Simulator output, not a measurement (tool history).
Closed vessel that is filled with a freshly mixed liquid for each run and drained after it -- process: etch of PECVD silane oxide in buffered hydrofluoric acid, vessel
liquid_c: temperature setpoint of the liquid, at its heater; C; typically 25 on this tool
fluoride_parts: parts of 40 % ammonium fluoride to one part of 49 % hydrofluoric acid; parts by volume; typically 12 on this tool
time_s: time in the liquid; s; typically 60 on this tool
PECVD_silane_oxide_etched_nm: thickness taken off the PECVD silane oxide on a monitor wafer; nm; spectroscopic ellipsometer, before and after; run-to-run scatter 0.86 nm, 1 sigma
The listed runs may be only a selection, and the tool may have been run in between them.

| run | hour | liquid_c | fluoride_parts | time_s | wafers since the last listed run | hours since the thermometer was replaced | hours since the hydrofluoric acid flow meter was replaced | hours since the gauge calibration | read-back film thickness of the PECVD silane oxide reference wafer, read on the same gauge (nm) | PECVD_silane_oxide_etched_nm |
|---|---|---|---|---|---|---|---|---|---|---|
| 1 | 0 | 25 | 9.5 | 60 | 0 | 1111.2 | 2051.8 | 321.1 | 109.97 | 98.07 |
| 2 | 29.6 | 25 | 9.5 | 60 | 2899 | 1140.8 | 2081.4 | 350.7 | 109.99 | 100.13 |
| 3 | 48.5 | 25 | 9.5 | 60 | 1851 | 1159.7 | 2100.3 | 369.6 | 109.98 | 99.45 |
| 4 | 67.2 | 25 | 12 | 60 | 1831 | 1178.4 | 2119 | 388.3 | 109.99 | 78.63 |
| 5 | 94.7 | 23 | 12 | 60 | 2693 | 1205.9 | 2146.5 | 415.8 | 110 | 69.12 |
| 6 | 118 | 25 | 12 | 60 | 2282 | 1229.2 | 2169.8 | 439.1 | 109.99 | 77.27 |
| 7 | 134.3 | 25 | 12 | 60 | 1596 | 1245.5 | 2186.1 | 455.4 | 109.99 | 79.19 |
| 8 | 166.9 | 25 | 12 | 60 | 3193 | 1278.1 | 2218.7 | 488 | 110.02 | 78.34 |
| 9 | 187.5 | 22.5 | 12 | 35 | 2017 | 1298.7 | 2239.3 | 508.6 | 109.97 | 38.85 |
| 10 | 201.7 | 22.5 | 12 | 35 | 1390 | 1312.9 | 2253.5 | 522.8 | 109.99 | 39.21 |
| 11 | 223.4 | 22.5 | 12 | 35 | 2125 | 1334.6 | 2275.2 | 544.5 | 109.98 | 39.15 |
|  | 241.9 | hydrofluoric acid flow meter replaced |
| 12 | 246.4 | 25 | 12 | 35 | 2155 | 1357.6 | 4.5 | 567.5 | 110 | 52.33 |
| 13 | 271.6 | 25 | 12 | 35 | 2468 | 1382.8 | 29.7 | 592.7 | 110.02 | 51.97 |
| 14 | 295.8 | 24 | 12 | 60 | 2370 | 1407 | 53.9 | 616.9 | 109.99 | 82.9 |
| 15 | 311.2 | 24 | 12 | 60 | 1508 | 1422.4 | 69.3 | 632.3 | 109.98 | 85.11 |
| 16 | 326.5 | 20.5 | 12 | 60 | 1498 | 1437.7 | 84.6 | 647.6 | 109.97 | 68.51 |
| 17 | 347.1 | 25 | 12 | 60 | 2017 | 1458.3 | 105.2 | 668.2 | 109.99 | 87.78 |
| 18 | 360.6 | 25 | 12 | 60 | 1322 | 1471.8 | 118.7 | 681.7 | 110.02 | 88.19 |
|  | 380.7 | gauge calibrated |
|  | 401.1 | thermometer replaced |
| 19 | 448.1 | 25 | 12 | 60 | 8473 | 47 | 206.2 | 67.4 | 109.99 | 87.06 |
| 20 | 472.1 | 23 | 16.5 | 85 | 2350 | 71 | 230.2 | 91.4 | 109.97 | 81.97 |
| 21 | 488.7 | 27.5 | 8 | 85 | 1626 | 87.6 | 246.8 | 108 | 110 | 205.07 |
| 22 | 501.8 | 25 | 12 | 75 | 1283 | 100.7 | 259.9 | 121.1 | 109.97 | 109.92 |
| 23 | 526.6 | 25 | 12 | 70 | 2429 | 125.5 | 284.7 | 145.9 | 110 | 101.36 |

What will run 24 give?
| 24 | 548.3 | 25 | 12 | 60 | 2125 | 147.2 | 306.4 | 167.6 | ? | ? |

{"run 24": {"read-back film thickness of the PECVD silane oxide reference wafer, read on the same gauge (nm)": 109.99, "PECVD_silane_oxide_etched_nm": 88.58}}
Take away the tool's hidden state, keep the run-to-run variation as it was, and the same run would have given PECVD_silane_oxide_etched_nm 90.93 nm.
